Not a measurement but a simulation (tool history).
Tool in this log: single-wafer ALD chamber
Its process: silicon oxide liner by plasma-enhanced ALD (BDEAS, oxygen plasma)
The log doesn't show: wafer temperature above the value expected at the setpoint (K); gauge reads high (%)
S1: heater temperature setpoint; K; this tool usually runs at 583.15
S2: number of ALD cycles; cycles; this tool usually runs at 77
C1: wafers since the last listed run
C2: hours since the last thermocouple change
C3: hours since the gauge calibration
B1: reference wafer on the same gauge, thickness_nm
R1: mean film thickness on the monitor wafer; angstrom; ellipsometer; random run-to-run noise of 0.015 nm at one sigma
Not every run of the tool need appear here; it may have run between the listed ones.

run,day,S1,S2,C1,C2,C3,B1,R1
1,0,591.15,77,0,1952.3,45.7,7.067,59.2
2,0.758,583.15,77,117,1970.5,63.9,7.054,59.67
3,1.954,583.15,77,186,1999.2,92.6,7.037,59.54
4,3.212,583.15,77,195,2029.4,122.8,7.02,59.66
5,4.092,583.15,77,136,2050.5,143.9,7.019,59.02
6,5.504,583.15,77,219,2084.4,177.8,7.005,59.33
7,6.05,583.15,77,84,2097.5,190.9,7,59.27
8,7.025,587.15,77,151,2120.9,214.3,6.998,58.73
9,8.2,587.15,77,182,2149.1,242.5,6.992,58.65
10,8.946,587.15,77,116,2167,260.4,6.992,58.89
11,10.221,594.15,84,198,2197.6,291,6.984,63.17
12,10.788,583.15,82,88,2211.2,304.6,6.982,62.88
13,12.175,583.15,82,215,2244.5,337.9,6.982,63.05
14,13.221,583.15,89,162,2269.6,363,6.977,68.01
15,13.992,583.15,66,119,2288.1,381.5,6.978,50.61
# day 14.938: gauge calibrated
16,15.358,579.15,84,212,2320.9,10.1,7.12,65.94
17,16.096,572.15,65,114,2338.6,27.8,7.103,51.56
18,16.858,575.15,67,118,2356.9,46.1,7.094,52.94
19,17.592,588.15,62,114,2374.5,63.7,7.08,48.21
# day 17.967: thermocouple changed; heater temperature recalibrated
20,18.171,583.15,66,38,4.9,77.6,7.074,51.36
21,18.9,583.15,77,113,22.4,95.1,7.066,59.51
22,19.458,576.15,77,86,35.8,108.5,7.059,60.42
23,20.867,579.15,84,219,69.6,142.3,7.046,65.43
24,22.212,570.15,68,209,101.9,174.6,7.036,54.1
25,25.358,591.15,82,489,177.4,250.1,7.015,62.23
26,28.75,591.15,73,527,258.8,331.5,7.01,55.48
27,29.812,596.15,68,165,284.3,357,7.01,51.58
28,30.692,597.15,86,136,305.4,378.1,7.004,64.93
29,31.196,575.15,67,78,317.5,390.2,7.006,52.35
# day 31.708: gauge calibrated
30,31.721,583.15,84,81,330.1,0.3,7.09,65.32
31,32.867,583.15,65,178,357.6,27.8,7.064,50.58

Consider 5 possible next runs. They are alternatives, not a sequence: every one starts from the tool as it was left by run 31. What does each give?
A,32.888,583.15,86,3,358.1,28.3,?,?
B,32.888,594.15,77,3,358.1,28.3,?,?
C,32.888,588.15,73,3,358.1,28.3,?,?
D,32.888,595.15,68,3,358.1,28.3,?,?
E,32.888,572.15,77,3,358.1,28.3,?,?

run,B1,R1
A,7.068,66.97
B,7.068,59
C,7.068,56.43
D,7.068,52.02
E,7.068,61.1
What these runs would have given with no unlogged condition in the tool:
run,R1
A,67.39
B,59.37
C,56.79
D,52.35
E,61.48
